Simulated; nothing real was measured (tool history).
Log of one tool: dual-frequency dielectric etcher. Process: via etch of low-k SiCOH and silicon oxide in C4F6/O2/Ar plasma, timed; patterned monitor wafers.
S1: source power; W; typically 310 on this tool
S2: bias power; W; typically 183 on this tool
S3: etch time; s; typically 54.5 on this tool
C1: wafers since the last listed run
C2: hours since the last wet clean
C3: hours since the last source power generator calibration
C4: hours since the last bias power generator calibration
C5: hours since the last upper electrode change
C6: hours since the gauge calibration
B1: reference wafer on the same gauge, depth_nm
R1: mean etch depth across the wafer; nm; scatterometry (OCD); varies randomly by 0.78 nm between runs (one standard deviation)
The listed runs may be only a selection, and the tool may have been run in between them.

run    hour   S1   S2    S3    C1     C2      C3      C4      C5      C6     B1     R1
  1       0  260  169  54.5     0    270    1730  2472.7  2260.7  2065.3  126.9  121.4
        8.6  -- gauge calibrated
       37.6  -- source power generator calibrated
  2    38.1  260  169  54.5   480  308.1     0.5  2510.8  2298.8    29.5  126.8  120.9
  3   101.3  310  183  54.5   890  371.3    63.7    2574    2362    92.7  127.2  129.3
      139.1  -- bias power generator calibrated
  4   165.9  310  183  54.5   853  435.9   128.3    26.8  2426.6   157.3  126.7  128.4
      194.6  -- wet clean of the chamber
  5   211.4  310  168  54.5   302   16.8   173.8    72.3  2472.1   202.8  127.1  124.6
  6   277.4  310  168  54.5   929   82.8   239.8   138.3  2538.1   268.8  127.1  124.4
  7   319.2  310  168  54.5   588  124.6   281.6   180.1  2579.9   310.6  126.9  125.5
  8   346.6  310  183  54.5   385    152     309   207.5  2607.3     338    127  127.6
  9   407.7  310  211  54.5   860  213.1   370.1   268.6  2668.4   399.1    127  136.5
 10   453.9  270  164  66.5   650  259.3   416.3   314.8  2714.6   445.3  126.6  147.6
      485.2  -- upper electrode replaced
 11   493.9  310  183  54.5   225  299.3   456.3   354.8     8.7   485.3  126.9  128.4
 12   529.8  310  183  54.5   505  335.2   492.2   390.7    44.6   521.2  127.1  128.4
 13   572.9  310  183    63   607  378.3   535.3   433.8    87.7   564.3  127.1  148.6
 14   598.6  310  183  49.5   362    404     561   459.5   113.4     590    127  117.7
 15   648.5  330  201    63   702  453.9   610.9   509.4   163.3   639.9  127.1  158.1
      697.3  -- wet clean of the chamber
 16   697.8  310  183  54.5   356    0.5   660.2   558.7   212.6   689.2  127.1  129.2
 17   734.1  310  201  48.5   511   36.8   696.5     595   248.9   725.5    127  118.7
 18   798.3  270  222  54.5   904    101   760.7   659.2   313.1   789.7  127.1  135.2
 19   842.7  310  183  54.5   625  145.4   805.1   703.6   357.5   834.1  127.1  128.1
 20   911.3  310  209  54.5   966    214   873.7   772.2   426.1   902.7  127.3  137.5
 21   970.7  340  197  54.5   836  273.4   933.1   831.6   485.5   962.1  126.8  136.6
 22  1013.8  310  183  54.5   607  316.5   976.2   874.7   528.6  1005.2  127.2  129.5
 23  1181.8  360  183  41.5  2366  484.5  1144.2  1042.7   696.6  1173.2  126.6  101.8
     1213.6  -- wet clean of the chamber
 24  1236.5  310  183  54.5   432   22.9  1198.9  1097.4   751.3  1227.9  127.4  130.5
 25  1260.6  310  183  54.5   339     47    1223  1121.5   775.4    1252  126.8  128.3
 26  1330.9  290  212  54.5   990  117.3  1293.3  1191.8   845.7  1322.3  126.9  133.2
 27  1362.8  260  183  54.5   449  149.2  1325.2  1223.7   877.6  1354.2  127.1  124.4
 28  1390.9  310  183  54.5   395  177.3  1353.3  1251.8   905.7  1382.3    127  129.4
 29  1454.1  340  183    39   890  240.5  1416.5    1315   968.9  1445.5  126.9   93.5
 30  1491.9  310  183  54.5   532  278.3  1454.3  1352.8  1006.7  1483.3  127.1  128.4

What if the next run were any one of these 4? Each begins from the tool's condition after run 30:
  A  1492.3  310  183  54.5   5  278.7  1454.7  1353.2  1007.1  1483.7   ?   ?
  B  1492.3  240  150  70.5   5  278.7  1454.7  1353.2  1007.1  1483.7   ?   ?
  C  1492.3  340  215  54.5   5  278.7  1454.7  1353.2  1007.1  1483.7   ?   ?
  D  1492.3  230  224    67   5  278.7  1454.7  1353.2  1007.1  1483.7   ?   ?

run     B1     R1
  A  126.8  128.2
  B  126.8  146.5
  C  126.8  138.8
  D  126.8  160.9
Without the tool's unlogged condition, the same runs would have read:
run     R1
  A  128.2
  B  146.5
  C  138.8
  D  160.9
